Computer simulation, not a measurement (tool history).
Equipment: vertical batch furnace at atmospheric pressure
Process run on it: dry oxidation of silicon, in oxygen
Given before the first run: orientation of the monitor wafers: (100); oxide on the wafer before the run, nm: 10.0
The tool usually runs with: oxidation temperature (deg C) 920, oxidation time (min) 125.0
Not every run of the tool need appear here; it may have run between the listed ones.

run	hour	oxidation temperature (deg C)	oxidation time (min)	wafers since the last listed run	hours since the last temperature calibration	hours since the boat lift was adjusted	hours since the gauge calibration	read-back reference wafer on the same gauge, thickness	oxide thickness on the monitor wafer (angstrom)
1	0.0	920	125.0	0	1964.5	2000.8	336.2	46.20	422.7
2	14.6	920	125.0	183	1979.1	2015.4	350.8	46.21	424.4
3	35.9	920	125.0	268	2000.4	2036.7	372.1	46.19	422.9
4	71.7	920	125.0	450	2036.2	2072.5	407.9	46.17	424.9
5	105.3	920	125.0	423	2069.8	2106.1	441.5	46.25	425.1
6	140.7	920	125.0	445	2105.2	2141.5	476.9	46.22	424.6
7	168.5	901	125.0	350	2133.0	2169.3	504.7	46.19	357.2
# hour 217.7: boat lift adjusted
8	218.2	901	125.0	323	2182.7	0.5	554.4	46.22	369.6
9	224.1	920	153.5	74	2188.6	6.4	560.3	46.20	506.2
10	234.8	920	125.0	134	2199.3	17.1	571.0	46.19	444.5
11	263.0	920	125.0	355	2227.5	45.3	599.2	46.23	441.1
12	276.4	920	86.0	168	2240.9	58.7	612.6	46.18	353.2
# hour 318.9: thermocouples replaced and temperature profile calibrated
13	319.4	920	86.0	239	0.5	101.7	655.6	46.22	341.7
14	330.0	920	86.0	133	11.1	112.3	666.2	46.19	341.5
15	346.2	920	125.0	204	27.3	128.5	682.4	46.19	425.3
16	379.5	908	125.0	419	60.6	161.8	715.7	46.18	382.5
17	391.9	920	186.5	156	73.0	174.2	728.1	46.16	552.6
18	413.5	927	88.0	272	94.6	195.8	749.7	46.19	366.5

What does the tool deliver on the next run?
# hour 421.7: gauge calibrated
19	444.0	920	62.5	384	125.1	226.3	22.3	?	?

{"run 19": {"read-back reference wafer on the same gauge, thickness": 46.24, "oxide thickness on the monitor wafer (angstrom)": 286.8}}
Without the tool's hidden state the same run would have given oxide thickness on the monitor wafer (angstrom) 287.5.

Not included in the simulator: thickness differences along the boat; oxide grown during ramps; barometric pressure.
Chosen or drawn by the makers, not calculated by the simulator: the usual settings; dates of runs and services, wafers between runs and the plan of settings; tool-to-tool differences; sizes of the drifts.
